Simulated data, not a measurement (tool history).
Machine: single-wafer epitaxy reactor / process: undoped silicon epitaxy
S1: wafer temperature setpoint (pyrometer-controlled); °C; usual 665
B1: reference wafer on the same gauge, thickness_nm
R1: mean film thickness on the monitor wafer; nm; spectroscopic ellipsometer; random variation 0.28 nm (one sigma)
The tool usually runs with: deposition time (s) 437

Run 1, hour 0.0: usual settings; B1 110.998. Result: R1 103.440 nm.
Run 2, hour 101.0: usual settings but S1 672 °C; B1 111.026. Result: R1 122.970 nm.
Run 3, hour 169.2: usual settings but S1 672 °C; B1 111.022. Result: R1 122.708 nm.
Run 4, hour 239.0: usual settings but S1 672 °C; B1 111.037. Result: R1 122.829 nm.
Run 5, hour 276.9: usual settings but S1 673 °C, deposition time (s) 378; B1 111.012. Result: R1 109.099 nm.
Run 6, hour 370.8: usual settings but S1 673 °C, deposition time (s) 378; B1 110.979. Result: R1 108.359 nm.
Run 7, hour 475.0: usual settings; B1 110.996. Result: R1 104.454 nm.
Run 8, hour 541.9: usual settings; B1 111.007. Result: R1 104.523 nm.
Run 9, hour 639.6: usual settings; B1 111.024. Result: R1 104.646 nm.
Run 10, hour 722.3: usual settings; B1 110.994. Result: R1 104.345 nm.
Run 11, hour 766.8: usual settings; B1 111.041. Result: R1 104.752 nm.
Run 12, hour 855.2: usual settings but deposition time (s) 484; B1 110.978. Result: R1 115.581 nm.
Run 13, hour 927.6: usual settings but deposition time (s) 484; B1 111.023. Result: R1 115.697 nm.
Run 14, hour 971.1: usual settings but S1 656 °C, deposition time (s) 400; B1 110.943. Result: R1 77.211 nm.
Run 15, hour 1071.3: usual settings but S1 672 °C, deposition time (s) 480; B1 111.049. Result: R1 136.941 nm.
Run 16, hour 1128.4: usual settings but S1 654 °C, deposition time (s) 373; B1 110.993. Result: R1 69.448 nm.
Run 17, hour 1214.1: usual settings but S1 675 °C, deposition time (s) 521; B1 111.054. Result: R1 160.551 nm.
Run 18, hour 1311.8: usual settings but S1 671 °C, deposition time (s) 481; B1 111.019. Result: R1 130.526 nm.
Run 19, hour 1349.6: usual settings but S1 673 °C, deposition time (s) 378; B1 111.054. Result: R1 107.436 nm.
Run 20, hour 1449.5: usual settings but S1 669 °C, deposition time (s) 464; B1 111.001. Result: R1 120.433 nm.
Run 21, hour 1488.8: usual settings but S1 676 °C, deposition time (s) 477; B1 110.933. Result: R1 146.335 nm.
Run 22, hour 1535.2: usual settings but S1 675 °C; B1 110.966. Result: R1 131.318 nm.
Run 23, hour 1627.2: usual settings but S1 654 °C, deposition time (s) 402; B1 110.946. Result: R1 72.656 nm.
Run 24, hour 1725.9: usual settings but S1 669 °C, deposition time (s) 464; B1 110.992. Result: R1 120.913 nm.
Run 25, hour 1830.4: usual settings but S1 679 °C, deposition time (s) 487; B1 110.999. Result: R1 161.325 nm.
Run 26, hour 1931.5: usual settings but S1 670 °C, deposition time (s) 472; B1 110.998. Result: R1 126.036 nm.

Removed from this log: 3 entries logged between the listed runs. Between which two listed runs does each belong, and how does the tool's hidden state at the listed run before it compare with that at the listed run after it?
Between runs 11 and 12: gauge calibrated (hour 801.7)
  wafer temperature above the value expected at the setpoint (K): 0.569 -> 0.612
  what was measured, less what the result would be without the hidden state, R1: +1.424 -> +1.687 nm
Between runs 14 and 15: pyrometer calibrated (hour 981.6)
  wafer temperature above the value expected at the setpoint (K): 0.668 -> 1.13
  what was measured, less what the result would be without the hidden state, R1: +1.256 -> +3.621 nm
Between runs 17 and 18: pyrometer calibrated, repeated, since the last time left the tool worse (hour 1275.9)
  wafer temperature above the value expected at the setpoint (K): 1.2 -> -0.065
  what was measured, less what the result would be without the hidden state, R1: +4.466 -> -0.201 nm
